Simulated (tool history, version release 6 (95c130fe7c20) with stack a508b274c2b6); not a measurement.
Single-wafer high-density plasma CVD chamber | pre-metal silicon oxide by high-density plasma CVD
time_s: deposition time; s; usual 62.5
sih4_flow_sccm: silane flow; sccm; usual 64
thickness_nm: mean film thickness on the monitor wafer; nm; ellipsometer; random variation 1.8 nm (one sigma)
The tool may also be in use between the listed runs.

run,hour,time_s,sih4_flow_sccm,"read-back reference wafer on the same gauge, thickness_nm",thickness_nm
1,0.0,62.5,64,391.301,436.379
2,70.8,62.5,64,390.866,434.040
3,134.3,62.5,64,390.910,433.189
4,160.3,62.5,64,391.053,432.745
5,237.6,62.5,64,391.121,429.813
6,289.9,62.5,64,391.715,437.417
7,336.6,62.5,59,390.732,409.086
8,392.6,62.5,59,391.339,409.000
9,455.4,62.5,64,391.534,438.155
10,481.0,62.5,64,391.653,434.403
11,530.7,62.5,64,392.061,434.578
12,570.5,62.5,64,392.500,434.511
13,626.4,66.4,64,392.678,465.333
14,652.5,66.4,64,393.047,458.974
15,701.6,66.4,64,393.691,464.475
16,749.5,54.9,64,393.718,387.328
17,812.1,54.9,64,394.006,387.276
18,867.4,57.1,64,394.811,398.988
19,1003.3,57.1,64,396.297,402.310
20,1075.0,57.1,64,397.158,401.789
21,1103.9,68.9,64,397.100,485.958
22,1133.7,68.9,64,397.324,486.659
23,1309.0,62.5,59,399.668,416.118
24,1348.6,55.1,64,400.733,393.687
25,1407.1,70.7,64,401.245,502.896
26,1447.9,62.5,64,401.905,449.145
27,1512.4,62.5,53,402.586,385.387
28,1712.9,59.1,73,406.321,472.723
29,1779.6,62.5,74,388.729,486.421
30,1851.5,62.5,64,388.714,433.554
31,1907.0,52.6,64,389.286,364.269
32,1960.3,70.1,59,388.666,453.598
33,2006.8,62.5,64,389.516,432.661
34,2065.9,62.5,58,389.373,401.106
35,2096.2,62.5,64,389.027,430.866
36,2150.0,54.7,72,389.955,416.850
37,2209.7,71.2,57,390.188,447.873
38,2254.8,62.5,64,390.198,438.033
39,2297.4,74.5,70,390.427,555.144
40,2363.0,72.3,51,390.346,423.048
41,2387.6,69.5,76,390.919,554.247
42,2456.9,62.5,64,390.862,433.149
43,2503.5,57.1,64,390.935,397.555
44,2562.5,56.2,76,392.267,448.802
45,2612.5,72.7,59,392.906,478.451

Not shown: 2 entries that the log had between the listed runs. Between which runs, and how does the tool's hidden state differ before and after?
Between runs 27 and 28: silane flow controller replaced (hour 1615.3)
  gauge reads high (%): 3.55 -> 4.42
  measured less the result without the state, thickness_nm: +13.220 -> +20.022 nm
Between runs 28 and 29: gauge calibrated (hour 1753.3)
  gauge reads high (%): 4.42 -> -0.0303
  measured less the result without the state, thickness_nm: +20.022 -> -0.148 nm
